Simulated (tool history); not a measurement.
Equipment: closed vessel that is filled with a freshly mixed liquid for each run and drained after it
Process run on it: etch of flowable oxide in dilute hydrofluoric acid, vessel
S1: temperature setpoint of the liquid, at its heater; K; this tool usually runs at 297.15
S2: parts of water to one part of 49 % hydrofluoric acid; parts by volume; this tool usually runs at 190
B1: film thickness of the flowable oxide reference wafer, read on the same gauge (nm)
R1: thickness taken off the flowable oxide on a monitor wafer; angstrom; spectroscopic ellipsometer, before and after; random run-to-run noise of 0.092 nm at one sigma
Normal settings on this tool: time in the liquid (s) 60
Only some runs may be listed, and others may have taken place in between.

run 1 day=0.000 | S1=296.15 S2=190 time_in_the_liquid_(s)=60 | B1=140.03 | R1=108.3
run 2 day=3.846 | S1=296.15 S2=190 time_in_the_liquid_(s)=60 | B1=140.02 | R1=107.5
run 3 day=5.717 | S1=296.15 S2=190 time_in_the_liquid_(s)=60 | B1=140.03 | R1=107.4
run 4 day=9.154 | S1=297.15 S2=190 time_in_the_liquid_(s)=60 | B1=140.02 | R1=111.2
run 5 day=12.592 | S1=297.15 S2=190 time_in_the_liquid_(s)=60 | B1=140.00 | R1=112.3
run 6 day=15.079 | S1=297.15 S2=190 time_in_the_liquid_(s)=60 | B1=139.98 | R1=111.8
run 7 day=17.721 | S1=297.15 S2=190 time_in_the_liquid_(s)=60 | B1=140.01 | R1=112.4
-- day=21.200 hydrofluoric acid flow meter replaced
run 8 day=21.904 | S1=297.15 S2=190 time_in_the_liquid_(s)=60 | B1=140.00 | R1=105.8
run 9 day=25.208 | S1=297.15 S2=190 time_in_the_liquid_(s)=70 | B1=140.03 | R1=123.0
run 10 day=27.454 | S1=297.15 S2=190 time_in_the_liquid_(s)=70 | B1=139.98 | R1=123.9
-- day=37.729 gauge calibrated
run 11 day=40.242 | S1=297.15 S2=190 time_in_the_liquid_(s)=60 | B1=140.02 | R1=107.9
run 12 day=44.558 | S1=297.15 S2=190 time_in_the_liquid_(s)=60 | B1=140.01 | R1=108.0
run 13 day=48.096 | S1=297.15 S2=190 time_in_the_liquid_(s)=60 | B1=139.98 | R1=107.1
-- day=51.908 thermometer replaced
run 14 day=58.479 | S1=297.15 S2=190 time_in_the_liquid_(s)=40 | B1=140.01 | R1=78.0
run 15 day=62.200 | S1=292.15 S2=100 time_in_the_liquid_(s)=85 | B1=140.00 | R1=283.1
-- day=62.321 hydrofluoric acid flow meter replaced
run 16 day=65.917 | S1=297.15 S2=190 time_in_the_liquid_(s)=60 | B1=139.97 | R1=107.3
run 17 day=68.654 | S1=297.15 S2=190 time_in_the_liquid_(s)=60 | B1=140.02 | R1=106.1
run 18 day=71.742 | S1=297.15 S2=190 time_in_the_liquid_(s)=50 | B1=139.96 | R1=87.8
run 19 day=73.792 | S1=298.65 S2=245 time_in_the_liquid_(s)=80 | B1=140.03 | R1=110.0
run 20 day=77.871 | S1=297.15 S2=110 time_in_the_liquid_(s)=40 | B1=140.00 | R1=134.3
run 21 day=81.721 | S1=297.15 S2=190 time_in_the_liquid_(s)=60 | B1=140.02 | R1=106.4
run 22 day=86.196 | S1=293.65 S2=190 time_in_the_liquid_(s)=60 | B1=139.98 | R1=93.8
run 23 day=89.883 | S1=295.15 S2=100 time_in_the_liquid_(s)=60 | B1=139.99 | R1=207.0
run 24 day=92.021 | S1=297.15 S2=190 time_in_the_liquid_(s)=60 | B1=140.00 | R1=106.5
run 25 day=93.538 | S1=300.15 S2=230 time_in_the_liquid_(s)=45 | B1=140.01 | R1=71.0
run 26 day=96.108 | S1=297.15 S2=100 time_in_the_liquid_(s)=70 | B1=139.99 | R1=262.4
-- day=96.400 hydrofluoric acid flow meter replaced
run 27 day=100.271 | S1=292.65 S2=190 time_in_the_liquid_(s)=80 | B1=140.00 | R1=113.4
run 28 day=103.392 | S1=297.15 S2=275 time_in_the_liquid_(s)=50 | B1=140.00 | R1=54.9
run 29 day=106.250 | S1=297.15 S2=190 time_in_the_liquid_(s)=60 | B1=140.03 | R1=102.2
-- day=107.779 thermometer replaced
run 30 day=110.204 | S1=295.15 S2=190 time_in_the_liquid_(s)=60 | B1=139.99 | R1=104.5
run 31 day=112.146 | S1=299.65 S2=140 time_in_the_liquid_(s)=85 | B1=140.03 | R1=249.4
run 32 day=124.433 | S1=299.65 S2=225 time_in_the_liquid_(s)=60 | B1=140.01 | R1=100.1
run 33 day=128.183 | S1=298.65 S2=190 time_in_the_liquid_(s)=60 | B1=140.00 | R1=119.3

Forecast each of these 4 alternatives for the next run:
run A day=128.212 | S1=297.15 S2=190 time_in_the_liquid_(s)=60 | B1=? | R1=?
run B day=128.212 | S1=302.15 S2=140 time_in_the_liquid_(s)=45 | B1=? | R1=?
run C day=128.212 | S1=297.15 S2=190 time_in_the_liquid_(s)=90 | B1=? | R1=?
run D day=128.212 | S1=293.15 S2=255 time_in_the_liquid_(s)=35 | B1=? | R1=?

run=A B1=139.98 R1=112.4
run=B B1=139.98 R1=145.8
run=C B1=139.98 R1=168.6
run=D B1=139.98 R1=39.5
What these runs would have given with no unlogged condition in the tool:
run=A R1=107.9
run=B R1=140.2
run=C R1=161.9
run=D R1=37.9

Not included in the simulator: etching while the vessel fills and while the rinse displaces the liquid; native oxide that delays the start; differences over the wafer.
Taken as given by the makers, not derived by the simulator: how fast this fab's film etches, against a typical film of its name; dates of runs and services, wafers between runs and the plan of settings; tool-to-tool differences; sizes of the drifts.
